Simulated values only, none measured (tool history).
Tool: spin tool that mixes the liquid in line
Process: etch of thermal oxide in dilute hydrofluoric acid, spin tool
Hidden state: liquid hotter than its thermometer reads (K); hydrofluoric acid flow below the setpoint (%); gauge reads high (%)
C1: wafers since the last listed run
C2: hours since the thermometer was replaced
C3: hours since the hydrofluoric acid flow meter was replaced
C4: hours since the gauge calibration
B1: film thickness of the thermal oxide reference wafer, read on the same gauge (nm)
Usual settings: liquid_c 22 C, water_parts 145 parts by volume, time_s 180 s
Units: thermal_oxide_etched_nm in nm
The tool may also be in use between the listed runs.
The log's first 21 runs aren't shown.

{"hour": 1108.1, "done": "hydrofluoric acid flow meter replaced, repeated, since the last time left the tool worse"}
{"run": 22, "hour": 1133.2, "liquid_c": 18, "water_parts": 165, "time_s": 130, "C1": 438, "C2": 852.4, "C3": 25.1, "C4": 567.2, "B1": 70, "thermal_oxide_etched_nm": 2.65}
{"run": 23, "hour": 1161.2, "liquid_c": 22, "water_parts": 100, "time_s": 120, "C1": 235, "C2": 880.4, "C3": 53.1, "C4": 595.2, "B1": 70.02, "thermal_oxide_etched_nm": 5.06}
{"run": 24, "hour": 1352.4, "liquid_c": 20.5, "water_parts": 195, "time_s": 100, "C1": 1610, "C2": 1071.6, "C3": 244.3, "C4": 786.4, "B1": 69.97, "thermal_oxide_etched_nm": 1.79}
{"run": 25, "hour": 1405.4, "liquid_c": 22, "water_parts": 145, "time_s": 180, "C1": 446, "C2": 1124.6, "C3": 297.3, "C4": 839.4, "B1": 70.01, "thermal_oxide_etched_nm": 4.83}
{"run": 26, "hour": 1455.5, "liquid_c": 22, "water_parts": 145, "time_s": 180, "C1": 422, "C2": 1174.7, "C3": 347.4, "C4": 889.5, "B1": 70.02, "thermal_oxide_etched_nm": 4.89}
{"run": 27, "hour": 1518.6, "liquid_c": 22, "water_parts": 145, "time_s": 250, "C1": 531, "C2": 1237.8, "C3": 410.5, "C4": 952.6, "B1": 70.04, "thermal_oxide_etched_nm": 6.76}
{"run": 28, "hour": 1556.5, "liquid_c": 22, "water_parts": 145, "time_s": 110, "C1": 319, "C2": 1275.7, "C3": 448.4, "C4": 990.5, "B1": 69.99, "thermal_oxide_etched_nm": 2.9}
{"run": 29, "hour": 1621.0, "liquid_c": 25.5, "water_parts": 145, "time_s": 75, "C1": 543, "C2": 1340.2, "C3": 512.9, "C4": 1055, "B1": 70.02, "thermal_oxide_etched_nm": 2.31}
{"run": 30, "hour": 1742.5, "liquid_c": 22, "water_parts": 100, "time_s": 180, "C1": 1023, "C2": 1461.7, "C3": 634.4, "C4": 1176.5, "B1": 70.01, "thermal_oxide_etched_nm": 7.21}
{"run": 31, "hour": 1776.8, "liquid_c": 22, "water_parts": 145, "time_s": 180, "C1": 288, "C2": 1496, "C3": 668.7, "C4": 1210.8, "B1": 69.99, "thermal_oxide_etched_nm": 4.67}
{"run": 32, "hour": 1822.4, "liquid_c": 22, "water_parts": 215, "time_s": 235, "C1": 384, "C2": 1541.6, "C3": 714.3, "C4": 1256.4, "B1": 70, "thermal_oxide_etched_nm": 3.9}
{"run": 33, "hour": 1861.5, "liquid_c": 17.5, "water_parts": 80, "time_s": 180, "C1": 329, "C2": 1580.7, "C3": 753.4, "C4": 1295.5, "B1": 70, "thermal_oxide_etched_nm": 7.59}

Forecast each of these 5 alternatives for the next run:
{"run": "A", "hour": 1862.0, "liquid_c": 22, "water_parts": 205, "time_s": 180, "C1": 4, "C2": 1581.2, "C3": 753.9, "C4": 1296, "B1": "?", "thermal_oxide_etched_nm": "?"}
{"run": "B", "hour": 1862.0, "liquid_c": 17, "water_parts": 80, "time_s": 225, "C1": 4, "C2": 1581.2, "C3": 753.9, "C4": 1296, "B1": "?", "thermal_oxide_etched_nm": "?"}
{"run": "C", "hour": 1862.0, "liquid_c": 22, "water_parts": 190, "time_s": 180, "C1": 4, "C2": 1581.2, "C3": 753.9, "C4": 1296, "B1": "?", "thermal_oxide_etched_nm": "?"}
{"run": "D", "hour": 1862.0, "liquid_c": 26, "water_parts": 90, "time_s": 140, "C1": 4, "C2": 1581.2, "C3": 753.9, "C4": 1296, "B1": "?", "thermal_oxide_etched_nm": "?"}
{"run": "E", "hour": 1862.0, "liquid_c": 23.5, "water_parts": 210, "time_s": 180, "C1": 4, "C2": 1581.2, "C3": 753.9, "C4": 1296, "B1": "?", "thermal_oxide_etched_nm": "?"}

run=A B1=69.99 thermal_oxide_etched_nm=3.15
run=B B1=69.99 thermal_oxide_etched_nm=9.43
run=C B1=69.99 thermal_oxide_etched_nm=3.45
run=D B1=69.99 thermal_oxide_etched_nm=7.44
run=E B1=69.99 thermal_oxide_etched_nm=3.23
Without the tool's hidden state the same runs would have given:
run=A thermal_oxide_etched_nm=3.28
run=B thermal_oxide_etched_nm=9.79
run=C thermal_oxide_etched_nm=3.59
run=D thermal_oxide_etched_nm=7.73
run=E thermal_oxide_etched_nm=3.37
